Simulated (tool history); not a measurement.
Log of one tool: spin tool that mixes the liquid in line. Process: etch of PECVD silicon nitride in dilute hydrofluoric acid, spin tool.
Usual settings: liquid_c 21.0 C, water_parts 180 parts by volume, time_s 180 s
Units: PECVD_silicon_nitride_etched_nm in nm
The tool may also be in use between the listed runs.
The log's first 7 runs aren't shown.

| run | hour | liquid_c | water_parts | time_s | read-back film thickness of the PECVD silicon nitride reference wafer, read on the same gauge (nm) | PECVD_silicon_nitride_etched_nm |
|---|---|---|---|---|---|---|
| 8 | 219.2 | 21.0 | 180 | 210 | 79.996 | 4.827 |
| 9 | 298.1 | 21.0 | 180 | 210 | 80.052 | 4.860 |
|  | 316.6 | gauge calibrated |
| 10 | 318.7 | 21.0 | 180 | 180 | 79.976 | 4.131 |
|  | 330.5 | thermometer replaced |
| 11 | 332.1 | 21.0 | 180 | 180 | 80.000 | 4.145 |
| 12 | 358.4 | 22.5 | 180 | 180 | 79.988 | 4.559 |
| 13 | 398.2 | 21.0 | 180 | 180 | 79.996 | 4.164 |
| 14 | 412.3 | 22.5 | 180 | 180 | 79.975 | 4.549 |
| 15 | 427.6 | 23.5 | 235 | 270 | 80.002 | 5.711 |
| 16 | 445.3 | 21.0 | 255 | 180 | 80.008 | 2.949 |
| 17 | 466.9 | 21.0 | 145 | 180 | 79.998 | 5.131 |
| 18 | 486.5 | 17.5 | 135 | 250 | 80.031 | 5.981 |
| 19 | 498.9 | 17.0 | 235 | 80 | 79.970 | 1.093 |
| 20 | 519.4 | 21.0 | 115 | 225 | 79.983 | 8.018 |
|  | 533.6 | hydrofluoric acid flow meter replaced |
| 21 | 542.4 | 21.0 | 180 | 180 | 79.989 | 4.136 |
| 22 | 564.6 | 24.5 | 180 | 180 | 79.996 | 5.219 |
| 23 | 593.3 | 21.0 | 215 | 275 | 80.007 | 5.331 |
| 24 | 607.5 | 21.0 | 205 | 180 | 80.002 | 3.630 |
| 25 | 637.9 | 17.0 | 225 | 235 | 80.008 | 3.341 |
| 26 | 661.4 | 21.0 | 180 | 180 | 79.999 | 4.175 |
| 27 | 683.7 | 18.5 | 180 | 255 | 79.982 | 5.003 |
| 28 | 709.7 | 21.0 | 180 | 180 | 80.008 | 4.095 |
| 29 | 731.5 | 23.0 | 95 | 275 | 80.046 | 13.594 |
| 30 | 756.8 | 25.5 | 140 | 110 | 80.014 | 4.329 |
| 31 | 789.0 | 23.0 | 260 | 130 | 79.969 | 2.380 |
| 32 | 819.7 | 18.0 | 215 | 215 | 79.986 | 3.436 |

5 ways to go on from here, each from the tool as it stands after run 32. What would each give?
| A | 820.2 | 17.5 | 180 | 180 | ? | ? |
| B | 820.2 | 23.0 | 180 | 180 | ? | ? |
| C | 820.2 | 25.5 | 180 | 85 | ? | ? |
| D | 820.2 | 17.0 | 180 | 75 | ? | ? |
| E | 820.2 | 24.0 | 205 | 210 | ? | ? |

| run | read-back film thickness of the PECVD silicon nitride reference wafer, read on the same gauge (nm) | PECVD_silicon_nitride_etched_nm |
|---|---|---|
| A | 80.014 | 3.291 |
| B | 80.014 | 4.730 |
| C | 80.014 | 2.619 |
| D | 80.014 | 1.326 |
| E | 80.014 | 5.173 |
Without the tool's hidden state the same runs would have given:
| run | PECVD_silicon_nitride_etched_nm |
|---|---|
| A | 3.291 |
| B | 4.730 |
| C | 2.619 |
| D | 1.326 |
| E | 5.173 |
